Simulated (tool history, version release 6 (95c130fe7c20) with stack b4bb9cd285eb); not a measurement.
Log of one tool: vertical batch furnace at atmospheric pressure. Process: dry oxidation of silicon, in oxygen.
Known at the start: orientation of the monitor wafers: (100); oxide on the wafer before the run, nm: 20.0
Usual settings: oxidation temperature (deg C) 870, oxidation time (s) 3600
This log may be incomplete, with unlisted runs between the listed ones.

run,hour,oxidation temperature (deg C),oxidation time (s),"read-back reference wafer on the same gauge, thickness",oxide thickness on the monitor wafer (Å)
1,0,885,2310,28.62,258.2
2,16.3,858,3600,28.6,258.5
3,35.8,858,3600,28.58,258.6
4,48.6,858,3600,28.61,258
5,62.5,870,3600,28.58,270.4
6,92.6,870,3600,28.61,269.9
7,106.2,870,3600,28.59,270.3
8,118.3,870,3600,28.61,271.3
9,139.4,870,3600,28.6,271.1
10,163.6,870,3600,28.59,269.9
11,196.1,870,3600,28.57,271
12,228.1,870,3600,28.57,269.7
13,326.5,870,3600,28.61,270.1
14,353.9,870,3600,28.58,270.3
# hour 399.2: boat lift adjusted
15,399.7,870,3600,28.6,268.6
16,403.8,870,3600,28.61,270.1
# hour 408.8: gauge calibrated
17,415.2,870,3600,28.61,270.4
18,430.2,870,3600,28.6,270.4
19,460.3,885,2310,28.59,257.2
20,488.5,870,4320,28.59,283.3
21,514.5,870,3600,28.62,270.3
22,539.5,853,2370,28.6,236.6
23,575.4,884,4290,28.6,300.6
24,594.7,857,2070,28.62,233.4
25,617.1,870,3600,28.58,270.7
26,646.5,891,5370,28.59,337.9
27,675.8,870,3600,28.58,269.9
28,706.2,862,4050,28.59,268.6
29,733.1,884,3600,28.61,286.6
# hour 764.7: thermocouples replaced and temperature profile calibrated
30,765.2,891,5370,28.6,337
31,780,889,3600,28.6,293.9
32,806.7,852,4770,28.6,269.4
33,832.3,870,5220,28.59,298.6
34,849.8,857,2670,28.6,243.8
35,873,847,5070,28.6,267.4
36,898.7,880,5190,28.6,313.9
37,917.7,885,2310,28.59,257.5
38,948.8,894,2430,28.6,269.4
39,982.3,862,4050,28.61,268.9

4 options for the next run, each taken on its own from the tool as it stands now. Forecast them:
A,986.5,870,3600,?,?
B,986.5,870,4830,?,?
C,986.5,877,3600,?,?
D,986.5,849,2580,?,?

run,"read-back reference wafer on the same gauge, thickness",oxide thickness on the monitor wafer (Å)
A,28.61,270.8
B,28.61,292.6
C,28.61,278.5
D,28.61,237.7
Take away the tool's hidden state, keep each run's random variation, and the runs would have read:
run,oxide thickness on the monitor wafer (Å)
A,270.8
B,292.6
C,278.5
D,237.7
